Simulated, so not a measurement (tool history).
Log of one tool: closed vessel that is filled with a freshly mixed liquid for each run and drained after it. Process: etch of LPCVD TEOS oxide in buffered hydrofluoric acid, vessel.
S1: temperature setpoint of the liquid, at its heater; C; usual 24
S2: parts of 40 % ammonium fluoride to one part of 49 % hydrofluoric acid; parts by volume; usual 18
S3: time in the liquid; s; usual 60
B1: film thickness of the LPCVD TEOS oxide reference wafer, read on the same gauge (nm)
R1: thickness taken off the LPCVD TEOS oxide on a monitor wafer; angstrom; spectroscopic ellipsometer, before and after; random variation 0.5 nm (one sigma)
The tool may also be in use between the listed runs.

run	hour	S1	S2	S3	B1	R1
1	0	24	18	60	30.04	523.9
2	46.1	24	18	60	29.97	525.3
3	125.5	24	18	60	30	523.3
4	184.3	24	18	60	29.98	524.5
5	260.6	24	18	60	29.98	530.5
6	331.5	24	18	60	30.02	521.2
7	427	24	18	60	30.06	515.9
8	494.6	24	18	80	30.02	684.3
# hour 543.4: hydrofluoric acid flow meter replaced
9	596.8	24	18	80	29.96	695.2
10	648.7	24	18	80	29.98	695.2
11	750.5	24	18	70	29.99	589.1
12	815.1	24	18	70	30.04	588.2
13	855.5	24	18	70	29.97	602.9
14	939.5	24	18	45	30.01	379
15	1032.2	25.5	24	60	30.03	436.1
16	1095.6	24	18	60	30.02	492.9
# hour 1126.9: hydrofluoric acid flow meter replaced
17	1170.5	24	18	60	29.95	505.2
18	1364.7	28	24.5	70	30.02	564.1
# hour 1419.2: gauge calibrated
19	1472	28	20.5	70	29.99	633.8

Forecast run 20:
20	1516.4	27.5	18	95	?	?

B1: 30.01
R1: 951 angstrom
Without the tool's hidden state the same run would have given R1 1043.8 angstrom.
